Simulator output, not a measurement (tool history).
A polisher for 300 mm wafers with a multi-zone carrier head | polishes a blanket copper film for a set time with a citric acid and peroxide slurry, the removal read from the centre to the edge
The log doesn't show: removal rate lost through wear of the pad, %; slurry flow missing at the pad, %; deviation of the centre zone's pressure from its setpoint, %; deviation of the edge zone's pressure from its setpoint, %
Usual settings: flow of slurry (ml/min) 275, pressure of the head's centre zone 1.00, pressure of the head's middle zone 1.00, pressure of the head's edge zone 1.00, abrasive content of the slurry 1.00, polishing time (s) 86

run,hour,flow of slurry (ml/min),pressure of the head's centre zone,pressure of the head's middle zone,pressure of the head's edge zone,abrasive content of the slurry,polishing time (s),wafers since the last listed run,wafers polished on this pad,hours since the slurry nozzle was cleaned,hours since the centre zone pressure was calibrated,hours since the edge zone pressure was calibrated,hours since the carrier head's membrane was replaced,"incoming thickness of the incoming film, nm",film removed at the wafer's centre (Å),film removed at mid-radius (Å),film removed at the wafer's edge (Å)
1,0.0,275,1.00,1.00,1.00,1.00,65,0,773,351.9,334.5,299.2,46.8,532.0,1413,1445,1440
# hour 21.7: centre zone pressure recalibrated
# hour 22.5: edge zone pressure recalibrated
2,69.7,275,1.00,1.00,1.00,1.00,65,354,1128,421.6,48.0,47.2,116.5,520.8,1402,1429,1432
# hour 83.9: worn pad replaced by a new one
3,101.2,275,1.00,1.00,1.00,1.00,65,145,91,453.1,79.5,78.7,148.0,530.3,1386,1415,1425
# hour 129.9: slurry nozzle cleaned
4,150.2,275,1.00,1.00,1.00,1.00,86,254,346,20.3,128.5,127.7,197.0,526.9,1942,1943,1926
5,182.1,275,1.00,1.00,1.00,1.00,86,169,515,52.2,160.4,159.6,228.9,530.1,1920,1953,1953
6,219.2,275,0.95,1.00,1.00,1.00,86,196,712,89.3,197.5,196.7,266.0,537.6,1840,1942,1934
7,250.0,275,0.95,1.00,1.00,1.00,86,163,876,120.1,228.3,227.5,296.8,537.5,1809,1923,1924
# hour 275.4: worn pad replaced by a new one
8,305.7,275,1.00,1.00,1.00,1.00,86,274,160,175.8,284.0,283.2,352.5,538.1,1905,1890,1897
9,354.7,275,0.97,0.95,1.00,1.00,86,260,420,224.8,333.0,332.2,401.5,533.0,1846,1819,1903
# hour 375.8: edge zone pressure recalibrated
# hour 393.0: centre zone pressure recalibrated
10,402.1,275,1.00,1.00,1.00,1.00,57,230,651,272.2,9.1,26.3,448.9,525.3,1254,1276,1248
11,452.1,355,0.95,1.04,1.00,1.00,86,265,916,322.2,59.1,76.3,498.9,531.6,1850,1997,1938
# hour 481.8: worn pad replaced by a new one
# hour 504.8: carrier head's membrane replaced by a new one
12,505.3,275,0.95,1.00,1.00,1.00,86,234,98,375.4,112.3,129.5,0.5,536.9,1762,1915,1881
13,530.8,275,1.00,1.03,0.94,1.00,86,135,233,400.9,137.8,155.0,26.0,530.1,1845,1896,1826
14,586.3,275,1.00,1.00,1.00,1.15,86,294,528,456.4,193.3,210.5,81.5,537.6,1921,1940,1932
15,643.2,275,1.00,1.05,1.00,1.00,86,302,830,513.3,250.2,267.4,138.4,526.1,1877,1937,1878
# hour 661.7: worn pad replaced by a new one
# hour 678.9: edge zone pressure recalibrated
# hour 681.2: centre zone pressure recalibrated
# hour 699.1: slurry nozzle cleaned
16,845.3,275,1.00,1.00,1.00,1.00,86,1025,948,146.2,164.1,166.4,340.5,530.7,1885,1917,1897
# hour 876.7: worn pad replaced by a new one
17,889.7,275,1.00,1.05,1.00,1.00,86,214,68,190.6,208.5,210.8,384.9,529.4,1871,1960,1906

The tool's hidden state at each run:
removal rate lost through wear of the pad, %: 0 in every run
deviation of the centre zone's pressure from its setpoint, %: 0 in every run
deviation of the edge zone's pressure from its setpoint, %: 0 in every run
H1: slurry flow missing at the pad, %
run,H1
1,39.8
2,41.7
3,42.3
4,5.85
5,12
6,17.9
7,22
8,27.8
9,31.5
10,34.3
11,36.5
12,38.3
13,39
14,40.2
15,41.1
16,28.3
17,32.4
